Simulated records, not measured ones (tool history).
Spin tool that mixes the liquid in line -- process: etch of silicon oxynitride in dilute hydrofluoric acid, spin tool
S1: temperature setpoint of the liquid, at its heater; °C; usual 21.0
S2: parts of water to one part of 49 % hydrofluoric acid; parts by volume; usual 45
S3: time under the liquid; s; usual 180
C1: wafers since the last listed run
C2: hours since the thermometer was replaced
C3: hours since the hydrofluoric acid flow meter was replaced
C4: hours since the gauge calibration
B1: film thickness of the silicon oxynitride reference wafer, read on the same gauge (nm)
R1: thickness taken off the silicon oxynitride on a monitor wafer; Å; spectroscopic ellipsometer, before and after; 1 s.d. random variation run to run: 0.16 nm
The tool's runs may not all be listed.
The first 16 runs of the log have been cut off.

| run | hour | S1 | S2 | S3 | C1 | C2 | C3 | C4 | B1 | R1 |
|---|---|---|---|---|---|---|---|---|---|---|
| 17 | 1036.1 | 21.0 | 45 | 180 | 204 | 1490.2 | 737.3 | 829.7 | 110.01 | 183.8 |
|  | 1056.2 | thermometer replaced |
| 18 | 1069.9 | 22.5 | 45 | 260 | 138 | 13.7 | 771.1 | 863.5 | 109.97 | 294.8 |
| 19 | 1139.2 | 22.5 | 45 | 180 | 292 | 83.0 | 840.4 | 932.8 | 110.00 | 204.3 |
| 20 | 1209.3 | 24.0 | 65 | 180 | 295 | 153.1 | 910.5 | 1002.9 | 110.00 | 150.5 |
| 21 | 1242.3 | 22.5 | 25 | 180 | 139 | 186.1 | 943.5 | 1035.9 | 110.00 | 367.9 |
| 22 | 1305.3 | 25.5 | 45 | 120 | 265 | 249.1 | 1006.5 | 1098.9 | 110.00 | 158.3 |
| 23 | 1367.3 | 21.0 | 45 | 135 | 261 | 311.1 | 1068.5 | 1160.9 | 110.03 | 142.3 |
| 24 | 1412.9 | 21.0 | 45 | 250 | 192 | 356.7 | 1114.1 | 1206.5 | 110.00 | 265.3 |
| 25 | 1456.7 | 17.5 | 45 | 150 | 184 | 400.5 | 1157.9 | 1250.3 | 109.98 | 131.7 |
| 26 | 1512.6 | 21.0 | 45 | 140 | 235 | 456.4 | 1213.8 | 1306.2 | 109.99 | 148.0 |
| 27 | 1577.2 | 21.0 | 40 | 180 | 272 | 521.0 | 1278.4 | 1370.8 | 110.00 | 217.6 |
|  | 1579.6 | thermometer replaced, repeated, since the last time left the tool worse |
|  | 1634.6 | hydrofluoric acid flow meter replaced |
| 28 | 1636.1 | 21.0 | 30 | 180 | 239 | 56.5 | 1.5 | 1429.7 | 109.99 | 260.3 |
| 29 | 1666.9 | 25.0 | 55 | 75 | 129 | 87.3 | 32.3 | 1460.5 | 110.00 | 73.3 |
| 30 | 1716.4 | 21.0 | 65 | 180 | 208 | 136.8 | 81.8 | 1510.0 | 110.00 | 118.7 |
| 31 | 1742.6 | 21.0 | 45 | 250 | 110 | 163.0 | 108.0 | 1536.2 | 109.99 | 236.9 |
| 32 | 1799.0 | 18.0 | 45 | 145 | 237 | 219.4 | 164.4 | 1592.6 | 110.01 | 120.6 |
| 33 | 1840.4 | 24.5 | 45 | 270 | 174 | 260.8 | 205.8 | 1634.0 | 110.01 | 305.5 |

Forecast each of these 4 alternatives for the next run:
| A | 1840.9 | 21.0 | 45 | 180 | 2 | 261.3 | 206.3 | 1634.5 | ? | ? |
| B | 1840.9 | 19.5 | 45 | 180 | 2 | 261.3 | 206.3 | 1634.5 | ? | ? |
| C | 1840.9 | 25.5 | 55 | 240 | 2 | 261.3 | 206.3 | 1634.5 | ? | ? |
| D | 1840.9 | 25.5 | 30 | 100 | 2 | 261.3 | 206.3 | 1634.5 | ? | ? |

| run | B1 | R1 |
|---|---|---|
| A | 109.98 | 174.8 |
| B | 109.98 | 162.1 |
| C | 109.98 | 235.7 |
| D | 109.98 | 183.9 |
Without the tool's hidden state the same runs would have given:
| run | R1 |
|---|---|
| A | 171.6 |
| B | 159.1 |
| C | 231.6 |
| D | 180.6 |
